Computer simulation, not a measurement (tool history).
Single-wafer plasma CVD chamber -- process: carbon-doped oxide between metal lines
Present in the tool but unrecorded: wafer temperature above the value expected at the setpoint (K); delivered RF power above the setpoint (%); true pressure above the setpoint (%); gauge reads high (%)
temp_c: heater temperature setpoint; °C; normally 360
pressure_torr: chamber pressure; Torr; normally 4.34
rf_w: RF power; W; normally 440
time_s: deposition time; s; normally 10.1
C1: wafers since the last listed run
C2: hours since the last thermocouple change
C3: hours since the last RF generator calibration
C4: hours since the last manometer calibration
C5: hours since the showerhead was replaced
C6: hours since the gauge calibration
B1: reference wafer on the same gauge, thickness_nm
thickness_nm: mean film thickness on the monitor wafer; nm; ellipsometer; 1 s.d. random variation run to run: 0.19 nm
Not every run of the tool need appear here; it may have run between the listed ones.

run 1 hour=0 | temp_c=360 pressure_torr=3.49 rf_w=385 time_s=10.1 | C1=0 C2=1990.8 C3=1906.8 C4=595.6 C5=5374.9 C6=3.2 | B1=57.335 | thickness_nm=38.021
run 2 hour=56 | temp_c=360 pressure_torr=4.34 rf_w=440 time_s=10.1 | C1=1923 C2=2046.8 C3=1962.8 C4=651.6 C5=5430.9 C6=59.2 | B1=57.279 | thickness_nm=44.406
run 3 hour=117.9 | temp_c=360 pressure_torr=4.34 rf_w=440 time_s=10.1 | C1=2125 C2=2108.7 C3=2024.7 C4=713.5 C5=5492.8 C6=121.1 | B1=57.316 | thickness_nm=44.138
run 4 hour=188.3 | temp_c=360 pressure_torr=4.34 rf_w=440 time_s=11.3 | C1=2417 C2=2179.1 C3=2095.1 C4=783.9 C5=5563.2 C6=191.5 | B1=57.312 | thickness_nm=49.623
run 5 hour=235.3 | temp_c=360 pressure_torr=4.34 rf_w=440 time_s=11.3 | C1=1614 C2=2226.1 C3=2142.1 C4=830.9 C5=5610.2 C6=238.5 | B1=57.294 | thickness_nm=49.426
-- hour=270.8 thermocouple changed; heater temperature recalibrated
run 6 hour=297.9 | temp_c=360 pressure_torr=4.34 rf_w=440 time_s=11.3 | C1=1875 C2=27.1 C3=2204.7 C4=893.5 C5=5672.8 C6=301.1 | B1=57.314 | thickness_nm=49.129
-- hour=355.9 RF generator calibrated
run 7 hour=360 | temp_c=360 pressure_torr=4.34 rf_w=440 time_s=10.1 | C1=1857 C2=89.2 C3=4.1 C4=955.6 C5=5734.9 C6=363.2 | B1=57.276 | thickness_nm=47.783
run 8 hour=431.9 | temp_c=360 pressure_torr=4.34 rf_w=440 time_s=10.1 | C1=2469 C2=161.1 C3=76 C4=1027.5 C5=5806.8 C6=435.1 | B1=57.278 | thickness_nm=48.061
-- hour=459.2 capacitance manometer re-zeroed and calibrated
run 9 hour=459.7 | temp_c=372 pressure_torr=4.34 rf_w=440 time_s=10.9 | C1=679 C2=188.9 C3=103.8 C4=0.5 C5=5834.6 C6=462.9 | B1=57.325 | thickness_nm=49.982
-- hour=481.9 showerhead replaced, of another model than before
-- hour=485.4 gauge calibrated
run 10 hour=522.9 | temp_c=353 pressure_torr=4.34 rf_w=440 time_s=11.7 | C1=1895 C2=252.1 C3=167 C4=63.7 C5=41 C6=37.5 | B1=57.305 | thickness_nm=56.421
run 11 hour=582.8 | temp_c=346 pressure_torr=3.56 rf_w=440 time_s=10.1 | C1=2057 C2=312 C3=226.9 C4=123.6 C5=100.9 C6=97.4 | B1=57.311 | thickness_nm=49.211
run 12 hour=618.6 | temp_c=370 pressure_torr=4.34 rf_w=440 time_s=10.1 | C1=1229 C2=347.8 C3=262.7 C4=159.4 C5=136.7 C6=133.2 | B1=57.359 | thickness_nm=46.745
run 13 hour=675.2 | temp_c=365 pressure_torr=4.34 rf_w=440 time_s=9.1 | C1=1943 C2=404.4 C3=319.3 C4=216 C5=193.3 C6=189.8 | B1=57.207 | thickness_nm=42.233
run 14 hour=726.6 | temp_c=360 pressure_torr=4.34 rf_w=380 time_s=10.1 | C1=1765 C2=455.8 C3=370.7 C4=267.4 C5=244.7 C6=241.2 | B1=57.289 | thickness_nm=44.16

Branching from run 14: 4 alternative next runs. What would each branch give?
run A hour=727 | temp_c=360 pressure_torr=4.34 rf_w=440 time_s=10.1 | C1=13 C2=456.2 C3=371.1 C4=267.8 C5=245.1 C6=241.6 | B1=? | thickness_nm=?
run B hour=727 | temp_c=364 pressure_torr=4.34 rf_w=365 time_s=10.1 | C1=13 C2=456.2 C3=371.1 C4=267.8 C5=245.1 C6=241.6 | B1=? | thickness_nm=?
run C hour=727 | temp_c=360 pressure_torr=5.29 rf_w=440 time_s=10.1 | C1=13 C2=456.2 C3=371.1 C4=267.8 C5=245.1 C6=241.6 | B1=? | thickness_nm=?
run D hour=727 | temp_c=360 pressure_torr=5.28 rf_w=465 time_s=11.8 | C1=13 C2=456.2 C3=371.1 C4=267.8 C5=245.1 C6=241.6 | B1=? | thickness_nm=?

run=A B1=57.347 thickness_nm=47.344
run=B B1=57.347 thickness_nm=42.371
run=C B1=57.347 thickness_nm=48.304
run=D B1=57.347 thickness_nm=58.021
The same runs, with their run-to-run variation unchanged, on a tool lacking any hidden condition would have given:
run=A thickness_nm=47.658
run=B thickness_nm=42.663
run=C thickness_nm=48.625
run=D thickness_nm=58.356
